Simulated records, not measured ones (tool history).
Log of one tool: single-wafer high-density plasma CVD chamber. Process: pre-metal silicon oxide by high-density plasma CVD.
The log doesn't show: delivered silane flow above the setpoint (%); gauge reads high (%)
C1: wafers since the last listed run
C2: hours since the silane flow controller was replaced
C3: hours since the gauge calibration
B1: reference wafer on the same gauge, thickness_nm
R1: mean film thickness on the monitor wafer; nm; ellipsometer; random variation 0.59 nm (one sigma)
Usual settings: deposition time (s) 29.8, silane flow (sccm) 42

run 1 hour=0 | deposition_time_(s)=29.8 silane_flow_(sccm)=42 | C1=0 C2=3183.1 C3=1413.7 | B1=144.15 | R1=139.97
run 2 hour=98.4 | deposition_time_(s)=29.8 silane_flow_(sccm)=42 | C1=1876 C2=3281.5 C3=1512.1 | B1=144.027 | R1=138.703
run 3 hour=392.2 | deposition_time_(s)=29.8 silane_flow_(sccm)=42 | C1=5602 C2=3575.3 C3=1805.9 | B1=144.088 | R1=138.971
run 4 hour=631.2 | deposition_time_(s)=29.8 silane_flow_(sccm)=36 | C1=4557 C2=3814.3 C3=2044.9 | B1=144.008 | R1=122.119
run 5 hour=944.5 | deposition_time_(s)=29.8 silane_flow_(sccm)=36 | C1=5974 C2=4127.6 C3=2358.2 | B1=143.908 | R1=122.476
run 6 hour=1051.7 | deposition_time_(s)=33.2 silane_flow_(sccm)=42 | C1=2044 C2=4234.8 C3=2465.4 | B1=144.041 | R1=155.672
run 7 hour=1106.6 | deposition_time_(s)=33.2 silane_flow_(sccm)=42 | C1=1046 C2=4289.7 C3=2520.3 | B1=143.957 | R1=156.271
run 8 hour=1172.6 | deposition_time_(s)=33.2 silane_flow_(sccm)=42 | C1=1258 C2=4355.7 C3=2586.3 | B1=143.992 | R1=156.221
run 9 hour=1262.2 | deposition_time_(s)=29.8 silane_flow_(sccm)=42 | C1=1708 C2=4445.3 C3=2675.9 | B1=143.977 | R1=140.736
run 10 hour=1308.9 | deposition_time_(s)=29.8 silane_flow_(sccm)=42 | C1=890 C2=4492 C3=2722.6 | B1=144.192 | R1=140.074
run 11 hour=1380.4 | deposition_time_(s)=29.8 silane_flow_(sccm)=42 | C1=1363 C2=4563.5 C3=2794.1 | B1=144.044 | R1=139.476
run 12 hour=1448.5 | deposition_time_(s)=25.2 silane_flow_(sccm)=42 | C1=1298 C2=4631.6 C3=2862.2 | B1=143.947 | R1=119.399
run 13 hour=1535.3 | deposition_time_(s)=25.2 silane_flow_(sccm)=42 | C1=1655 C2=4718.4 C3=2949 | B1=143.78 | R1=118.408
run 14 hour=1590.4 | deposition_time_(s)=29.8 silane_flow_(sccm)=42 | C1=1050 C2=4773.5 C3=3004.1 | B1=143.968 | R1=141.103
run 15 hour=1678.2 | deposition_time_(s)=29.8 silane_flow_(sccm)=42 | C1=1674 C2=4861.3 C3=3091.9 | B1=144.043 | R1=141.244
-- hour=1738.3 silane flow controller replaced
run 16 hour=1780.3 | deposition_time_(s)=29.8 silane_flow_(sccm)=42 | C1=1794 C2=42 C3=3194 | B1=143.965 | R1=135.922
run 17 hour=2015.7 | deposition_time_(s)=31.2 silane_flow_(sccm)=42 | C1=4488 C2=277.4 C3=3429.4 | B1=143.96 | R1=142.435
run 18 hour=2104.8 | deposition_time_(s)=31.2 silane_flow_(sccm)=42 | C1=1699 C2=366.5 C3=3518.5 | B1=143.989 | R1=143.228
run 19 hour=2208.3 | deposition_time_(s)=31.2 silane_flow_(sccm)=42 | C1=1973 C2=470 C3=3622 | B1=144.04 | R1=143.667
run 20 hour=2268.9 | deposition_time_(s)=29.8 silane_flow_(sccm)=42 | C1=1155 C2=530.6 C3=3682.6 | B1=144.125 | R1=136.457
run 21 hour=2355.1 | deposition_time_(s)=25.3 silane_flow_(sccm)=49 | C1=1643 C2=616.8 C3=3768.8 | B1=144.016 | R1=132.617
run 22 hour=2418.6 | deposition_time_(s)=29.8 silane_flow_(sccm)=42 | C1=1210 C2=680.3 C3=3832.3 | B1=144.008 | R1=136.929
run 23 hour=2526.2 | deposition_time_(s)=29.8 silane_flow_(sccm)=35 | C1=2051 C2=787.9 C3=3939.9 | B1=144.22 | R1=116.318
-- hour=2537.1 gauge calibrated
run 24 hour=2594.8 | deposition_time_(s)=33.6 silane_flow_(sccm)=38 | C1=1308 C2=856.5 C3=57.7 | B1=144.035 | R1=141.76
run 25 hour=2672.1 | deposition_time_(s)=34.9 silane_flow_(sccm)=38 | C1=1474 C2=933.8 C3=135 | B1=143.889 | R1=147.482
run 26 hour=2746.4 | deposition_time_(s)=29.8 silane_flow_(sccm)=47 | C1=1416 C2=1008.1 C3=209.3 | B1=143.981 | R1=151.354
run 27 hour=2849.7 | deposition_time_(s)=28.3 silane_flow_(sccm)=48 | C1=1969 C2=1111.4 C3=312.6 | B1=144.039 | R1=146.564
run 28 hour=2950.3 | deposition_time_(s)=25.6 silane_flow_(sccm)=42 | C1=1918 C2=1212 C3=413.2 | B1=143.983 | R1=116.835
run 29 hour=3039.8 | deposition_time_(s)=27.1 silane_flow_(sccm)=46 | C1=1706 C2=1301.5 C3=502.7 | B1=143.966 | R1=134.811
run 30 hour=3136.3 | deposition_time_(s)=34.9 silane_flow_(sccm)=38 | C1=1840 C2=1398 C3=599.2 | B1=144.039 | R1=147.015
run 31 hour=3224.5 | deposition_time_(s)=31.9 silane_flow_(sccm)=45 | C1=1681 C2=1486.2 C3=687.4 | B1=144.103 | R1=156.617
run 32 hour=3285.4 | deposition_time_(s)=31.5 silane_flow_(sccm)=42 | C1=1161 C2=1547.1 C3=748.3 | B1=144.141 | R1=146.537
run 33 hour=3354.7 | deposition_time_(s)=33.8 silane_flow_(sccm)=39 | C1=1321 C2=1616.4 C3=817.6 | B1=144.096 | R1=147.048
run 34 hour=3440.3 | deposition_time_(s)=29.8 silane_flow_(sccm)=48 | C1=1632 C2=1702 C3=903.2 | B1=144.051 | R1=154.665
run 35 hour=3514.1 | deposition_time_(s)=34 silane_flow_(sccm)=50 | C1=1407 C2=1775.8 C3=977 | B1=143.936 | R1=183.106
run 36 hour=3600.4 | deposition_time_(s)=24.7 silane_flow_(sccm)=39 | C1=1645 C2=1862.1 C3=1063.3 | B1=143.95 | R1=107.505
run 37 hour=3641.5 | deposition_time_(s)=25.3 silane_flow_(sccm)=38 | C1=783 C2=1903.2 C3=1104.4 | B1=144.134 | R1=106.598
run 38 hour=3679.6 | deposition_time_(s)=26.6 silane_flow_(sccm)=49 | C1=726 C2=1941.3 C3=1142.5 | B1=144.09 | R1=140.866
run 39 hour=3726.5 | deposition_time_(s)=29.8 silane_flow_(sccm)=42 | C1=894 C2=1988.2 C3=1189.4 | B1=143.979 | R1=138.024
run 40 hour=3815.3 | deposition_time_(s)=29.8 silane_flow_(sccm)=42 | C1=1693 C2=2077 C3=1278.2 | B1=143.988 | R1=138.132

5 ways to go on from here, each from the tool as it stands after run 40. What would each give?
run A hour=3815.7 | deposition_time_(s)=33.1 silane_flow_(sccm)=42 | C1=7 C2=2077.4 C3=1278.6 | B1=? | R1=?
run B hour=3815.7 | deposition_time_(s)=33.4 silane_flow_(sccm)=42 | C1=7 C2=2077.4 C3=1278.6 | B1=? | R1=?
run C hour=3815.7 | deposition_time_(s)=27.8 silane_flow_(sccm)=48 | C1=7 C2=2077.4 C3=1278.6 | B1=? | R1=?
run D hour=3815.7 | deposition_time_(s)=25.7 silane_flow_(sccm)=42 | C1=7 C2=2077.4 C3=1278.6 | B1=? | R1=?
run E hour=3815.7 | deposition_time_(s)=26.2 silane_flow_(sccm)=42 | C1=7 C2=2077.4 C3=1278.6 | B1=? | R1=?

run=A B1=143.974 R1=154.368
run=B B1=143.974 R1=155.767
run=C B1=143.974 R1=146.016
run=D B1=143.974 R1=119.857
run=E B1=143.974 R1=122.188
Without the tool's hidden state the same runs would have given:
run=A R1=152.543
run=B R1=153.925
run=C R1=144.289
run=D R1=118.44
run=E R1=120.744
